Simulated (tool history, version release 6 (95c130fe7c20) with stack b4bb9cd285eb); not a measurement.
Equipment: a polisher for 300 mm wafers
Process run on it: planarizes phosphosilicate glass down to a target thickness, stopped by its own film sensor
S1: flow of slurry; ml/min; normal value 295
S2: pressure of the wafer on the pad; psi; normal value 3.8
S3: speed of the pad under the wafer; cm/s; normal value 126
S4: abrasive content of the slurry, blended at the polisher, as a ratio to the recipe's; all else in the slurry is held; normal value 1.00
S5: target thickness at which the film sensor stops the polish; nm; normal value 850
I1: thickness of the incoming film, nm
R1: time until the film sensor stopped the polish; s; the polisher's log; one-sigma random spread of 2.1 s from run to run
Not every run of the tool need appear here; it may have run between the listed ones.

{"run": 1, "hour": 0.0, "S1": 295, "S2": 3.8, "S3": 126, "S4": 1.0, "S5": 850, "I1": 2252.8, "R1": 152.1}
{"hour": 25.4, "done": "worn pad replaced by a new one"}
{"run": 2, "hour": 45.3, "S1": 295, "S2": 3.8, "S3": 126, "S4": 1.0, "S5": 850, "I1": 2225.7, "R1": 152.3}
{"hour": 66.1, "done": "conditioning disc replaced and pad reconditioned"}
{"run": 3, "hour": 96.7, "S1": 295, "S2": 3.8, "S3": 126, "S4": 1.0, "S5": 850, "I1": 2239.5, "R1": 154.8}
{"run": 4, "hour": 153.3, "S1": 295, "S2": 3.8, "S3": 126, "S4": 1.0, "S5": 850, "I1": 2281.9, "R1": 165.0}
{"hour": 193.5, "done": "slurry blender recalibrated"}
{"run": 5, "hour": 203.7, "S1": 295, "S2": 3.8, "S3": 126, "S4": 1.0, "S5": 850, "I1": 2299.8, "R1": 148.5}
{"hour": 215.4, "done": "worn pad replaced by a new one"}
{"run": 6, "hour": 255.2, "S1": 295, "S2": 3.8, "S3": 126, "S4": 1.0, "S5": 850, "I1": 2265.6, "R1": 149.6}
{"hour": 265.6, "done": "conditioning disc replaced and pad reconditioned"}
{"run": 7, "hour": 306.1, "S1": 295, "S2": 3.8, "S3": 126, "S4": 1.0, "S5": 850, "I1": 2316.3, "R1": 159.4}
{"run": 8, "hour": 350.5, "S1": 295, "S2": 3.8, "S3": 126, "S4": 1.0, "S5": 850, "I1": 2240.3, "R1": 155.3}
{"run": 9, "hour": 383.1, "S1": 295, "S2": 3.8, "S3": 126, "S4": 1.25, "S5": 850, "I1": 2278.3, "R1": 139.6}
{"hour": 425.3, "done": "slurry nozzle cleaned"}
{"run": 10, "hour": 455.0, "S1": 295, "S2": 3.8, "S3": 126, "S4": 1.25, "S5": 850, "I1": 2283.1, "R1": 141.5}
{"hour": 469.0, "done": "worn pad replaced by a new one"}
{"hour": 471.2, "done": "conditioning disc replaced and pad reconditioned"}
{"run": 11, "hour": 498.9, "S1": 295, "S2": 3.8, "S3": 126, "S4": 1.25, "S5": 850, "I1": 2308.6, "R1": 138.3}
{"hour": 530.9, "done": "slurry blender recalibrated"}
{"run": 12, "hour": 558.2, "S1": 295, "S2": 4.7, "S3": 86, "S4": 1.0, "S5": 850, "I1": 2287.5, "R1": 173.0}
{"hour": 567.0, "done": "head pressure recalibrated"}
{"run": 13, "hour": 587.2, "S1": 295, "S2": 3.8, "S3": 126, "S4": 1.0, "S5": 850, "I1": 2289.3, "R1": 154.0}
{"run": 14, "hour": 631.5, "S1": 375, "S2": 3.8, "S3": 126, "S4": 1.0, "S5": 850, "I1": 2258.7, "R1": 152.6}
{"run": 15, "hour": 658.2, "S1": 200, "S2": 3.8, "S3": 126, "S4": 1.0, "S5": 1325, "I1": 2294.9, "R1": 116.0}
{"hour": 705.8, "done": "worn pad replaced by a new one"}
{"hour": 711.1, "done": "conditioning disc replaced and pad reconditioned"}
{"run": 16, "hour": 716.4, "S1": 295, "S2": 3.8, "S3": 126, "S4": 1.0, "S5": 1102, "I1": 2235.6, "R1": 128.8}
{"run": 17, "hour": 807.3, "S1": 295, "S2": 3.8, "S3": 126, "S4": 1.0, "S5": 850, "I1": 2245.6, "R1": 161.3}
{"hour": 834.6, "done": "slurry blender recalibrated"}
{"run": 18, "hour": 876.8, "S1": 295, "S2": 3.8, "S3": 126, "S4": 1.0, "S5": 850, "I1": 2294.4, "R1": 148.7}
{"hour": 907.7, "done": "conditioning disc replaced and pad reconditioned"}
{"hour": 931.6, "done": "worn pad replaced by a new one"}
{"run": 19, "hour": 945.9, "S1": 295, "S2": 3.8, "S3": 146, "S4": 0.8, "S5": 850, "I1": 2287.2, "R1": 164.3}
{"run": 20, "hour": 989.4, "S1": 400, "S2": 3.4, "S3": 94, "S4": 1.0, "S5": 452, "I1": 2241.3, "R1": 279.0}
{"run": 21, "hour": 1021.1, "S1": 240, "S2": 3.8, "S3": 92, "S4": 1.1, "S5": 458, "I1": 2276.3, "R1": 259.6}
{"run": 22, "hour": 1071.0, "S1": 210, "S2": 3.8, "S3": 146, "S4": 1.0, "S5": 461, "I1": 2232.1, "R1": 188.9}
{"hour": 1081.9, "done": "slurry nozzle cleaned"}
{"run": 23, "hour": 1103.3, "S1": 295, "S2": 3.8, "S3": 126, "S4": 1.0, "S5": 574, "I1": 2313.8, "R1": 195.5}

What if the next run were any one of these 5? Each begins from the tool's condition after run 23:
{"run": "A", "hour": 1103.7, "S1": 230, "S2": 3.8, "S3": 126, "S4": 1.0, "S5": 850, "I1": 2250.1, "R1": "?"}
{"run": "B", "hour": 1103.7, "S1": 385, "S2": 2.8, "S3": 162, "S4": 0.85, "S5": 850, "I1": 2250.1, "R1": "?"}
{"run": "C", "hour": 1103.7, "S1": 215, "S2": 3.0, "S3": 114, "S4": 1.0, "S5": 1122, "I1": 2250.1, "R1": "?"}
{"run": "D", "hour": 1103.7, "S1": 295, "S2": 3.8, "S3": 126, "S4": 1.0, "S5": 1244, "I1": 2250.1, "R1": "?"}
{"run": "E", "hour": 1103.7, "S1": 345, "S2": 3.8, "S3": 126, "S4": 1.0, "S5": 850, "I1": 2250.1, "R1": "?"}

run=A R1=165.3
run=B R1=189.9
run=C R1=179.8
run=D R1=115.4
run=E R1=158.2
With the hidden condition removed and each run's random variation left untouched, the same runs would have given:
run=A R1=150.3
run=B R1=170.8
run=C R1=163.5
run=D R1=104.9
run=E R1=143.9
